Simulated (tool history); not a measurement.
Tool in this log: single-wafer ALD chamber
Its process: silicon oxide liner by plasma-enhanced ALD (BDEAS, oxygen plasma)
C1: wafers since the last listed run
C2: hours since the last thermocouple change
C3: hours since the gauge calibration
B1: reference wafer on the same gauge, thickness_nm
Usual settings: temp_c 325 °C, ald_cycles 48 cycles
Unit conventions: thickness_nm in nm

Run 1, hour 0.0: usual settings; C1 0; C2 1267.2; C3 1267.2; B1 5.043. Result: thickness_nm 4.555 nm.
Run 2, hour 107.6: usual settings; C1 534; C2 1374.8; C3 1374.8; B1 5.038. Result: thickness_nm 4.576 nm.
At hour 175.2: thermocouple changed; heater temperature recalibrated.
Run 3, hour 185.9: usual settings; C1 349; C2 10.7; C3 1453.1; B1 5.036. Result: thickness_nm 4.586 nm.
Run 4, hour 281.6: usual settings; C1 475; C2 106.4; C3 1548.8; B1 5.043. Result: thickness_nm 4.557 nm.
Run 5, hour 320.8: usual settings; C1 194; C2 145.6; C3 1588.0; B1 5.040. Result: thickness_nm 4.583 nm.
Run 6, hour 403.6: usual settings but temp_c 329 °C, ald_cycles 54 cycles; C1 411; C2 228.4; C3 1670.8; B1 5.044. Result: thickness_nm 5.099 nm.
Run 7, hour 493.9: usual settings but temp_c 329 °C, ald_cycles 54 cycles; C1 448; C2 318.7; C3 1761.1; B1 5.039. Result: thickness_nm 5.112 nm.
Run 8, hour 591.2: usual settings but temp_c 337 °C; C1 483; C2 416.0; C3 1858.4; B1 5.038. Result: thickness_nm 4.489 nm.
Run 9, hour 656.9: usual settings but ald_cycles 45 cycles; C1 326; C2 481.7; C3 1924.1; B1 5.046. Result: thickness_nm 4.281 nm.
Run 10, hour 699.8: usual settings but ald_cycles 45 cycles; C1 213; C2 524.6; C3 1967.0; B1 5.046. Result: thickness_nm 4.291 nm.
Run 11, hour 795.1: usual settings but ald_cycles 45 cycles; C1 473; C2 619.9; C3 2062.3; B1 5.036. Result: thickness_nm 4.287 nm.
Run 12, hour 868.5: usual settings but ald_cycles 40 cycles; C1 364; C2 693.3; C3 2135.7; B1 5.043. Result: thickness_nm 3.797 nm.
Run 13, hour 955.3: usual settings but ald_cycles 40 cycles; C1 431; C2 780.1; C3 2222.5; B1 5.041. Result: thickness_nm 3.815 nm.
Run 14, hour 1062.2: usual settings; C1 530; C2 887.0; C3 2329.4; B1 5.042. Result: thickness_nm 4.551 nm.
Run 15, hour 1142.2: usual settings; C1 397; C2 967.0; C3 2409.4; B1 5.042. Result: thickness_nm 4.568 nm.
Run 16, hour 1236.4: usual settings; C1 467; C2 1061.2; C3 2503.6; B1 5.038. Result: thickness_nm 4.571 nm.
Run 17, hour 1318.5: usual settings; C1 407; C2 1143.3; C3 2585.7; B1 5.039. Result: thickness_nm 4.591 nm.
Run 18, hour 1406.9: usual settings; C1 438; C2 1231.7; C3 2674.1; B1 5.037. Result: thickness_nm 4.568 nm.
At hour 1430.5: gauge calibrated.
Run 19, hour 1451.8: usual settings but ald_cycles 45 cycles; C1 222; C2 1276.6; C3 21.3; B1 5.041. Result: thickness_nm 4.287 nm.
Run 20, hour 1593.5: usual settings but temp_c 317 °C; C1 703; C2 1418.3; C3 163.0; B1 5.034. Result: thickness_nm 4.615 nm.
Run 21, hour 1825.6: usual settings but temp_c 318 °C, ald_cycles 51 cycles; C1 1152; C2 1650.4; C3 395.1; B1 5.044. Result: thickness_nm 4.909 nm.
At hour 1857.5: thermocouple changed; heater temperature recalibrated.
Run 22, hour 1861.7: usual settings; C1 139; C2 4.2; C3 431.2; B1 5.038. Result: thickness_nm 4.580 nm.
Run 23, hour 1935.5: usual settings but temp_c 318 °C, ald_cycles 54 cycles; C1 366; C2 78.0; C3 505.0; B1 5.039. Result: thickness_nm 5.169 nm.
Run 24, hour 2039.3: usual settings; C1 515; C2 181.8; C3 608.8; B1 5.040. Result: thickness_nm 4.565 nm.
Run 25, hour 2138.4: usual settings but ald_cycles 53 cycles; C1 492; C2 280.9; C3 707.9; B1 5.040. Result: thickness_nm 5.049 nm.
Run 26, hour 2216.9: usual settings but temp_c 316 °C; C1 389; C2 359.4; C3 786.4; B1 5.039. Result: thickness_nm 4.606 nm.
Run 27, hour 2278.4: usual settings but temp_c 311 °C, ald_cycles 44 cycles; C1 305; C2 420.9; C3 847.9; B1 5.038. Result: thickness_nm 4.244 nm.
Run 28, hour 2377.0: usual settings; C1 489; C2 519.5; C3 946.5; B1 5.039. Result: thickness_nm 4.557 nm.
Run 29, hour 2448.5: usual settings but temp_c 330 °C, ald_cycles 54 cycles; C1 355; C2 591.0; C3 1018.0; B1 5.041. Result: thickness_nm 5.103 nm.
Run 30, hour 2489.9: usual settings but temp_c 315 °C, ald_cycles 46 cycles; C1 205; C2 632.4; C3 1059.4; B1 5.040. Result: thickness_nm 4.439 nm.
Run 31, hour 2538.2: usual settings but temp_c 331 °C, ald_cycles 57 cycles; C1 239; C2 680.7; C3 1107.7; B1 5.035. Result: thickness_nm 5.394 nm.
Run 32, hour 2614.4: usual settings but temp_c 319 °C, ald_cycles 53 cycles; C1 378; C2 756.9; C3 1183.9; B1 5.035. Result: thickness_nm 5.090 nm.
Run 33, hour 2710.6: usual settings but temp_c 315 °C, ald_cycles 55 cycles; C1 477; C2 853.1; C3 1280.1; B1 5.042. Result: thickness_nm 5.308 nm.
Run 34, hour 2786.7: usual settings; C1 377; C2 929.2; C3 1356.2; B1 5.044. Result: thickness_nm 4.567 nm.
Run 35, hour 2891.5: usual settings; C1 520; C2 1034.0; C3 1461.0; B1 5.046. Result: thickness_nm 4.564 nm.
Run 36, hour 2982.4: usual settings but temp_c 339 °C, ald_cycles 54 cycles; C1 451; C2 1124.9; C3 1551.9; B1 5.037. Result: thickness_nm 5.052 nm.

Consider 3 possible next runs. They are alternatives, not a sequence: every one starts from the tool as it was left by run 36. What does each give?
Run A, hour 2982.9: usual settings but ald_cycles 46 cycles; C1 2; C2 1125.4; C3 1552.4; B1 ?. Result: thickness_nm ?.
Run B, hour 2982.9: usual settings but temp_c 319 °C, ald_cycles 55 cycles; C1 2; C2 1125.4; C3 1552.4; B1 ?. Result: thickness_nm ?.
Run C, hour 2982.9: usual settings but temp_c 312 °C, ald_cycles 57 cycles; C1 2; C2 1125.4; C3 1552.4; B1 ?. Result: thickness_nm ?.

run     B1  thickness_nm
  A  5.041         4.384
  B  5.041         5.281
  C  5.041         5.522
What these runs would have given with no unlogged condition in the tool:
run  thickness_nm
  A         4.384
  B         5.281
  C         5.522
